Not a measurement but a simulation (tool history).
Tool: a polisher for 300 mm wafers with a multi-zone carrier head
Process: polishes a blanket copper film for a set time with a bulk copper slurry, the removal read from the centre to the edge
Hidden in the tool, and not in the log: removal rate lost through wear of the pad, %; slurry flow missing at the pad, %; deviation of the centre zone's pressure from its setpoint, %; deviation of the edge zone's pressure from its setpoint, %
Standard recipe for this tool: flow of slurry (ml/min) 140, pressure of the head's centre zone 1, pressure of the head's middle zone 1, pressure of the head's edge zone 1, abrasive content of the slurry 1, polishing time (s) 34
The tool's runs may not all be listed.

run	day	flow of slurry (ml/min)	pressure of the head's centre zone	pressure of the head's middle zone	pressure of the head's edge zone	abrasive content of the slurry	polishing time (s)	wafers since the last listed run	wafers polished on this pad	hours since the slurry nozzle was cleaned	hours since the centre zone pressure was calibrated	hours since the edge zone pressure was calibrated	hours since the carrier head's membrane was replaced	incoming thickness of the incoming film, nm	film removed at the wafer's centre (Å)	film removed at mid-radius (Å)	film removed at the wafer's edge (Å)
1	0	140	0.94	1	1	1	27	0	7079	702.8	1037.5	450.1	979.5	3981.6	2519	2706	2789
2	1.717	140	1	1	1	1	37	643	7723	744	1078.7	491.3	1020.7	4003.2	3696	3694	3844
# day 2.008: slurry nozzle cleaned
# day 3.308: centre zone pressure recalibrated
3	4.046	140	1	1	0.97	1	34	826	8550	48.9	17.7	547.2	1076.6	3952.2	3729	3681	3729
4	8.404	140	1.04	1	1.09	1	34	1634	10184	153.5	122.3	651.8	1181.2	4012.9	3780	3626	3810
5	10.408	140	1	0.94	1.12	1.3	38	751	10936	201.6	170.4	699.9	1229.3	3969.6	4147	3940	4381
# day 11.5: worn pad replaced by a new one
6	14.05	140	0.93	1	1	1.25	34	1303	955	289	257.8	787.3	1316.7	4064.4	3406	3628	3751
# day 15.75: carrier head's membrane replaced by a new one
7	17.629	140	0.89	1.05	1	1	34	1264	2219	374.9	343.7	873.2	45.1	4021.1	3121	3616	3532
8	20.521	140	1	1	1	1.25	34	1084	3304	444.3	413.1	942.6	114.5	4041.4	3560	3610	3660
9	22.583	140	1	1	1	1	34	773	4077	493.8	462.6	992.1	164	3980	3410	3464	3570
# day 25.004: edge zone pressure recalibrated
10	26.954	100	1.08	1	0.94	1.1	34	1607	5685	598.7	567.5	46.8	268.9	4016.5	3315	3162	3298
# day 27.192: slurry nozzle cleaned
11	31.338	140	1	1.05	0.89	0.9	27	1628	7313	99.5	672.7	152	374.1	4014.7	2812	2941	2687

For run 12, what comes out?
12	35.3	140	1	1	1	1	34	1485	8799	194.6	767.8	247.1	469.2	4041.4	?	?	?

film removed at the wafer's centre (Å): 3449
film removed at mid-radius (Å): 3559
film removed at the wafer's edge (Å): 3582
Had the tool carried no hidden state, the very same run would have given film removed at the wafer's centre (Å) 3713, film removed at mid-radius (Å) 3796, film removed at the wafer's edge (Å) 3747.

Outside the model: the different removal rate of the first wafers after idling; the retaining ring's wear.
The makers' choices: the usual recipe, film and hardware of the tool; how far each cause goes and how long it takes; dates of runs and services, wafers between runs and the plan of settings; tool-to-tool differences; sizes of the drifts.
